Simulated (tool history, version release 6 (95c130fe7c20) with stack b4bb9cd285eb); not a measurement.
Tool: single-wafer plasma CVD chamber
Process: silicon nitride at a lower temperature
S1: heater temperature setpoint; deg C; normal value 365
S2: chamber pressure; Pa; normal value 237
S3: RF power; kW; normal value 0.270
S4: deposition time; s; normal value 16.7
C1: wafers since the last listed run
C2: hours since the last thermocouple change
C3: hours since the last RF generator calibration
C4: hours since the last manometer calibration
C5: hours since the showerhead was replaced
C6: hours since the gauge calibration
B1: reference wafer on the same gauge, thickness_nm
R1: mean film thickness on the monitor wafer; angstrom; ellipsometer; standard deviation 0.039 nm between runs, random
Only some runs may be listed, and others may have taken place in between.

{"run": 1, "hour": 0.0, "S1": 372, "S2": 249, "S3": 0.27, "S4": 16.7, "C1": 0, "C2": 1724.1, "C3": 1252.2, "C4": 1615.7, "C5": 6440.4, "C6": 947.1, "B1": 19.199, "R1": 184.55}
{"run": 2, "hour": 48.6, "S1": 372, "S2": 249, "S3": 0.27, "S4": 16.7, "C1": 1617, "C2": 1772.7, "C3": 1300.8, "C4": 1664.3, "C5": 6489.0, "C6": 995.7, "B1": 19.214, "R1": 184.66}
{"run": 3, "hour": 115.6, "S1": 372, "S2": 249, "S3": 0.27, "S4": 16.7, "C1": 2229, "C2": 1839.7, "C3": 1367.8, "C4": 1731.3, "C5": 6556.0, "C6": 1062.7, "B1": 19.201, "R1": 184.88}
{"run": 4, "hour": 221.4, "S1": 365, "S2": 237, "S3": 0.27, "S4": 16.7, "C1": 3520, "C2": 1945.5, "C3": 1473.6, "C4": 1837.1, "C5": 6661.8, "C6": 1168.5, "B1": 19.204, "R1": 182.85}
{"run": 5, "hour": 275.0, "S1": 365, "S2": 213, "S3": 0.27, "S4": 14.9, "C1": 1783, "C2": 1999.1, "C3": 1527.2, "C4": 1890.7, "C5": 6715.4, "C6": 1222.1, "B1": 19.184, "R1": 158.26}
{"run": 6, "hour": 380.8, "S1": 365, "S2": 213, "S3": 0.27, "S4": 14.9, "C1": 3520, "C2": 2104.9, "C3": 1633.0, "C4": 1996.5, "C5": 6821.2, "C6": 1327.9, "B1": 19.196, "R1": 158.34}
{"hour": 429.4, "done": "thermocouple changed; heater temperature recalibrated"}
{"run": 7, "hour": 429.9, "S1": 365, "S2": 213, "S3": 0.27, "S4": 14.9, "C1": 1367, "C2": 0.5, "C3": 1682.1, "C4": 2045.6, "C5": 6870.3, "C6": 1377.0, "B1": 19.206, "R1": 158.21}
{"run": 8, "hour": 496.4, "S1": 365, "S2": 237, "S3": 0.305, "S4": 15.6, "C1": 2212, "C2": 67.0, "C3": 1748.6, "C4": 2112.1, "C5": 6936.8, "C6": 1443.5, "B1": 19.207, "R1": 185.68}
{"hour": 544.7, "done": "RF generator calibrated"}
{"run": 9, "hour": 566.6, "S1": 365, "S2": 237, "S3": 0.31, "S4": 16.7, "C1": 2069, "C2": 137.2, "C3": 21.9, "C4": 2182.3, "C5": 7007.0, "C6": 1513.7, "B1": 19.198, "R1": 201.06}
{"hour": 585.0, "done": "showerhead replaced"}
{"hour": 629.7, "done": "capacitance manometer re-zeroed and calibrated"}
{"run": 10, "hour": 655.7, "S1": 365, "S2": 237, "S3": 0.31, "S4": 16.7, "C1": 2432, "C2": 226.3, "C3": 111.0, "C4": 26.0, "C5": 70.7, "C6": 1602.8, "B1": 19.205, "R1": 203.85}
{"run": 11, "hour": 701.8, "S1": 365, "S2": 237, "S3": 0.27, "S4": 16.7, "C1": 1533, "C2": 272.4, "C3": 157.1, "C4": 72.1, "C5": 116.8, "C6": 1648.9, "B1": 19.198, "R1": 185.8}
{"run": 12, "hour": 773.2, "S1": 365, "S2": 237, "S3": 0.25, "S4": 17.7, "C1": 2375, "C2": 343.8, "C3": 228.5, "C4": 143.5, "C5": 188.2, "C6": 1720.3, "B1": 19.208, "R1": 185.77}
{"run": 13, "hour": 846.9, "S1": 370, "S2": 237, "S3": 0.27, "S4": 16.7, "C1": 2452, "C2": 417.5, "C3": 302.2, "C4": 217.2, "C5": 261.9, "C6": 1794.0, "B1": 19.207, "R1": 185.1}
{"hour": 938.6, "done": "gauge calibrated"}
{"hour": 941.0, "done": "capacitance manometer re-zeroed and calibrated, repeated, since the last time left the tool worse"}
{"run": 14, "hour": 942.6, "S1": 375, "S2": 209, "S3": 0.27, "S4": 14.6, "C1": 2917, "C2": 513.2, "C3": 397.9, "C4": 1.6, "C5": 357.6, "C6": 4.0, "B1": 19.193, "R1": 151.84}
{"run": 15, "hour": 989.1, "S1": 373, "S2": 219, "S3": 0.23, "S4": 13.7, "C1": 1547, "C2": 559.7, "C3": 444.4, "C4": 48.1, "C5": 404.1, "C6": 50.5, "B1": 19.197, "R1": 128.9}
{"run": 16, "hour": 1077.9, "S1": 365, "S2": 237, "S3": 0.27, "S4": 14.1, "C1": 2954, "C2": 648.5, "C3": 533.2, "C4": 136.9, "C5": 492.9, "C6": 139.3, "B1": 19.204, "R1": 153.16}
{"run": 17, "hour": 1131.5, "S1": 365, "S2": 237, "S3": 0.27, "S4": 16.7, "C1": 1783, "C2": 702.1, "C3": 586.8, "C4": 190.5, "C5": 546.5, "C6": 192.9, "B1": 19.2, "R1": 181.44}
{"run": 18, "hour": 1205.8, "S1": 365, "S2": 237, "S3": 0.27, "S4": 16.7, "C1": 2472, "C2": 776.4, "C3": 661.1, "C4": 264.8, "C5": 620.8, "C6": 267.2, "B1": 19.205, "R1": 181.84}
{"run": 19, "hour": 1245.4, "S1": 365, "S2": 237, "S3": 0.305, "S4": 15.6, "C1": 1317, "C2": 816.0, "C3": 700.7, "C4": 304.4, "C5": 660.4, "C6": 306.8, "B1": 19.197, "R1": 184.57}
{"run": 20, "hour": 1288.4, "S1": 358, "S2": 213, "S3": 0.27, "S4": 16.7, "C1": 1430, "C2": 859.0, "C3": 743.7, "C4": 347.4, "C5": 703.4, "C6": 349.8, "B1": 19.197, "R1": 176.97}
{"run": 21, "hour": 1395.3, "S1": 365, "S2": 288, "S3": 0.3, "S4": 18.0, "C1": 3556, "C2": 965.9, "C3": 850.6, "C4": 454.3, "C5": 810.3, "C6": 456.7, "B1": 19.2, "R1": 222.04}
{"run": 22, "hour": 1488.0, "S1": 365, "S2": 252, "S3": 0.27, "S4": 19.8, "C1": 3084, "C2": 1058.6, "C3": 943.3, "C4": 547.0, "C5": 903.0, "C6": 549.4, "B1": 19.206, "R1": 219.44}
{"run": 23, "hour": 1524.5, "S1": 379, "S2": 237, "S3": 0.27, "S4": 16.7, "C1": 1214, "C2": 1095.1, "C3": 979.8, "C4": 583.5, "C5": 939.5, "C6": 585.9, "B1": 19.204, "R1": 181.2}
{"run": 24, "hour": 1563.9, "S1": 357, "S2": 237, "S3": 0.32, "S4": 13.4, "C1": 1310, "C2": 1134.5, "C3": 1019.2, "C4": 622.9, "C5": 978.9, "C6": 625.3, "B1": 19.198, "R1": 165.29}
{"run": 25, "hour": 1636.1, "S1": 354, "S2": 237, "S3": 0.27, "S4": 18.5, "C1": 2402, "C2": 1206.7, "C3": 1091.4, "C4": 695.1, "C5": 1051.1, "C6": 697.5, "B1": 19.209, "R1": 202.67}
{"run": 26, "hour": 1744.1, "S1": 365, "S2": 237, "S3": 0.27, "S4": 16.7, "C1": 3593, "C2": 1314.7, "C3": 1199.4, "C4": 803.1, "C5": 1159.1, "C6": 805.5, "B1": 19.209, "R1": 182.97}
{"run": 27, "hour": 1791.1, "S1": 365, "S2": 237, "S3": 0.295, "S4": 16.7, "C1": 1563, "C2": 1361.7, "C3": 1246.4, "C4": 850.1, "C5": 1206.1, "C6": 852.5, "B1": 19.207, "R1": 194.87}

The logged runs with the hidden state left out (each run's random variation unchanged):
Unlogged tool condition in this case: wafer temperature above the value expected at the setpoint (K); delivered RF power above the setpoint (%); true pressure above the setpoint (%); gauge reads high (%).
run=1 R1=182.83
run=2 R1=182.93
run=3 R1=183.12
run=4 R1=181.07
run=5 R1=156.68
run=6 R1=156.73
run=7 R1=156.59
run=8 R1=183.80
run=9 R1=199.01
run=10 R1=199.29
run=11 R1=181.52
run=12 R1=181.32
run=13 R1=180.50
run=14 R1=151.92
run=15 R1=128.86
run=16 R1=152.91
run=17 R1=181.01
run=18 R1=181.24
run=19 R1=183.87
run=20 R1=176.20
run=21 R1=220.92
run=22 R1=218.09
run=23 R1=180.02
run=24 R1=164.16
run=25 R1=201.18
run=26 R1=181.50
run=27 R1=193.25
